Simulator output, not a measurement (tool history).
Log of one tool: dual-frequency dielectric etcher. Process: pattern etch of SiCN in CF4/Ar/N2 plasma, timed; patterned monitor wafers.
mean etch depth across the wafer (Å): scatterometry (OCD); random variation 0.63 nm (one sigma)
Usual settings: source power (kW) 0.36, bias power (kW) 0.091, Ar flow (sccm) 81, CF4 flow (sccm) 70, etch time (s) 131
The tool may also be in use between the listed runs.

run,hour,source power (kW),bias power (kW),Ar flow (sccm),CF4 flow (sccm),etch time (s),"read-back reference wafer on the same gauge, depth_nm",mean etch depth across the wafer (Å)
1,0,0.36,0.091,81,70,131,100,1075
# hour 39.3: Ar flow controller replaced
2,275.2,0.32,0.091,68,70,131,100.1,1031
# hour 293.2: bias power generator calibrated
# hour 306: wet clean of the chamber
3,320.4,0.32,0.112,62,64,131,100,1114
4,389.6,0.36,0.091,81,70,131,100,1091
# hour 429.1: CF4 flow controller replaced
# hour 484.7: gauge calibrated
5,555.9,0.36,0.091,81,54,117.5,99.8,933
6,596,0.36,0.091,75,75,131,99.9,1089
7,637.7,0.36,0.091,81,70,131,100,1072
8,700.7,0.36,0.07,81,70,131,99.8,1005
9,786,0.36,0.091,81,70,131,99.9,1070
10,841.7,0.36,0.091,81,70,100,100,814
# hour 929.3: wet clean of the chamber
11,942,0.36,0.091,81,70,131,100,1091

Forecast run 12:
12,997.2,0.36,0.091,81,70,131,?,?

read-back reference wafer on the same gauge, depth_nm: 99.8
mean etch depth across the wafer (Å): 1087
Without the tool's hidden state the same run would have given mean etch depth across the wafer (Å) 1092.

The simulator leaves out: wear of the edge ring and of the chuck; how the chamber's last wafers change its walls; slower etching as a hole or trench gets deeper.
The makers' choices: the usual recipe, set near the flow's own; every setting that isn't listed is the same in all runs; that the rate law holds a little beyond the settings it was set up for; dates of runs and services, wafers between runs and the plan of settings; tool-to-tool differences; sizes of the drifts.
